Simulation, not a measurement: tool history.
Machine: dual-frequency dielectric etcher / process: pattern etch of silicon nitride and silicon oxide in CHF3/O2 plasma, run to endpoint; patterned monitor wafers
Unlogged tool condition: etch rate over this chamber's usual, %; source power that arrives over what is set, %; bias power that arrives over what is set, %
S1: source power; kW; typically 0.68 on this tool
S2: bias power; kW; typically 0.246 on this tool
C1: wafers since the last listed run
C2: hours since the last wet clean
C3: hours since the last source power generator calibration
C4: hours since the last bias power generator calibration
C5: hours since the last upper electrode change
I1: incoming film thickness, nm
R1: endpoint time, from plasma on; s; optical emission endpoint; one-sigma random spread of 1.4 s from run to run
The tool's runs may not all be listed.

Run 1, day 0: usual settings; C1 0; C2 390.3; C3 1842.7; C4 1873.4; C5 1406.5; I1 296.4. Result: R1 174.6 s.
Run 2, day 3.596: usual settings; C1 512; C2 476.6; C3 1929; C4 1959.7; C5 1492.8; I1 296.1. Result: R1 173.6 s.
Run 3, day 7.883: usual settings; C1 611; C2 579.5; C3 2031.9; C4 2062.6; C5 1595.7; I1 293.1. Result: R1 170.4 s.
At day 9.625: wet clean of the chamber.
Run 4, day 10.538: usual settings; C1 235; C2 21.9; C3 2095.6; C4 2126.3; C5 1659.4; I1 293.7. Result: R1 178.2 s.
Run 5, day 13.129: usual settings; C1 369; C2 84.1; C3 2157.8; C4 2188.5; C5 1721.6; I1 293.3. Result: R1 177.7 s.
Run 6, day 17.404: usual settings; C1 609; C2 186.7; C3 2260.4; C4 2291.1; C5 1824.2; I1 293.7. Result: R1 177.7 s.
Run 7, day 18.921: usual settings but S1 0.78 kW, S2 0.295 kW; C1 216; C2 223.1; C3 2296.8; C4 2327.5; C5 1860.6; I1 296. Result: R1 158.4 s.
Run 8, day 22.775: usual settings; C1 549; C2 315.6; C3 2389.3; C4 2420; C5 1953.1; I1 292. Result: R1 174.3 s.
Run 9, day 24.771: usual settings; C1 284; C2 363.5; C3 2437.2; C4 2467.9; C5 2001; I1 293.1. Result: R1 171.7 s.
Run 10, day 28.312: usual settings; C1 504; C2 448.5; C3 2522.2; C4 2552.9; C5 2086; I1 291. Result: R1 171 s.
Run 11, day 31.833: usual settings; C1 501; C2 533; C3 2606.7; C4 2637.4; C5 2170.5; I1 293.8. Result: R1 170.9 s.
At day 33.121: wet clean of the chamber.
At day 35.867: upper electrode replaced.
Run 12, day 35.888: usual settings; C1 292; C2 66.4; C3 2704; C4 2734.7; C5 0.5; I1 294.8. Result: R1 180.4 s.
Run 13, day 37.967: usual settings; C1 296; C2 116.3; C3 2753.9; C4 2784.6; C5 50.4; I1 294.7. Result: R1 178.4 s.
Run 14, day 40.267: usual settings but S1 0.72 kW; C1 327; C2 171.5; C3 2809.1; C4 2839.8; C5 105.6; I1 290.3. Result: R1 171.8 s.
Run 15, day 43.288: usual settings but S1 0.72 kW; C1 430; C2 244; C3 2881.6; C4 2912.3; C5 178.1; I1 294.3. Result: R1 171.9 s.
Run 16, day 46.462: usual settings; C1 452; C2 320.2; C3 2957.8; C4 2988.5; C5 254.3; I1 293.3. Result: R1 171.6 s.
At day 46.908: bias power generator calibrated.
Run 17, day 48.838: usual settings but S1 0.82 kW, S2 0.213 kW; C1 314; C2 377.2; C3 3014.8; C4 46.3; C5 311.3; I1 293.5. Result: R1 173.3 s.
Run 18, day 50.742: usual settings; C1 271; C2 422.9; C3 3060.5; C4 92; C5 357; I1 296.4. Result: R1 174.2 s.
Run 19, day 52.779: usual settings; C1 290; C2 471.8; C3 3109.4; C4 140.9; C5 405.9; I1 292.5. Result: R1 171.4 s.
At day 59.229: wet clean of the chamber.
Run 20, day 59.879: usual settings; C1 869; C2 15.6; C3 3279.8; C4 311.3; C5 576.3; I1 295.9. Result: R1 181.4 s.
Run 21, day 62.421: usual settings; C1 362; C2 76.6; C3 3340.8; C4 372.3; C5 637.3; I1 296.2. Result: R1 183.1 s.
At day 64.825: source power generator calibrated.
Run 22, day 65.258: usual settings; C1 380; C2 144.7; C3 10.4; C4 440.4; C5 705.4; I1 292.1. Result: R1 177.6 s.
Run 23, day 69.271: usual settings but S1 0.61 kW, S2 0.202 kW; C1 571; C2 241; C3 106.7; C4 536.7; C5 801.7; I1 291.6. Result: R1 198.1 s.
At day 78.883: wet clean of the chamber.
Run 24, day 79.588: usual settings but S1 0.51 kW; C1 1327; C2 16.9; C3 354.3; C4 784.3; C5 1049.3; I1 294.3. Result: R1 194.1 s.
Run 25, day 81.838: usual settings but S1 0.63 kW; C1 320; C2 70.9; C3 408.3; C4 838.3; C5 1103.3; I1 291.8. Result: R1 181.2 s.
Run 26, day 84.238: usual settings but S1 0.56 kW, S2 0.291 kW; C1 342; C2 128.5; C3 465.9; C4 895.9; C5 1160.9; I1 295.8. Result: R1 178.3 s.
Run 27, day 88.221: usual settings but S1 0.74 kW, S2 0.207 kW; C1 567; C2 224.1; C3 561.5; C4 991.5; C5 1256.5; I1 293.8. Result: R1 183.5 s.
Run 28, day 91.429: usual settings but S1 0.81 kW, S2 0.207 kW; C1 457; C2 301.1; C3 638.5; C4 1068.5; C5 1333.5; I1 292.7. Result: R1 178.9 s.
At day 99.25: wet clean of the chamber.
Run 29, day 101.554: usual settings; C1 1300; C2 55.3; C3 881.5; C4 1311.5; C5 1576.5; I1 294.8. Result: R1 180.2 s.
Run 30, day 104.171: usual settings but S1 0.77 kW, S2 0.297 kW; C1 372; C2 118.1; C3 944.3; C4 1374.3; C5 1639.3; I1 290.4. Result: R1 155.9 s.
Run 31, day 105.892: usual settings but S2 0.21 kW; C1 245; C2 159.4; C3 985.6; C4 1415.6; C5 1680.6; I1 294. Result: R1 189.3 s.
Run 32, day 109.492: usual settings but S1 0.76 kW, S2 0.305 kW; C1 513; C2 245.8; C3 1072; C4 1502; C5 1767; I1 294.2. Result: R1 156.2 s.

Hidden state, per run?
source power that arrives over what is set, %: 0 in every run
bias power that arrives over what is set, %: 0 in every run
H1: etch rate over this chamber's usual, %
run       H1
  1     3.91
  2     4.73
  3     5.72
  4    0.647
  5     1.24
  6     2.23
  7     2.58
  8     3.46
  9     3.92
 10     4.74
 11     5.55
 12     1.43
 13     1.91
 14     2.44
 15     3.14
 16     3.87
 17     4.41
 18     4.85
 19     5.32
 20   -0.551
 21   0.0337
 22    0.687
 23     1.61
 24   -0.556
 25  -0.0379
 26    0.515
 27     1.43
 28     2.17
 29    0.436
 30     1.04
 31     1.43
 32     2.26
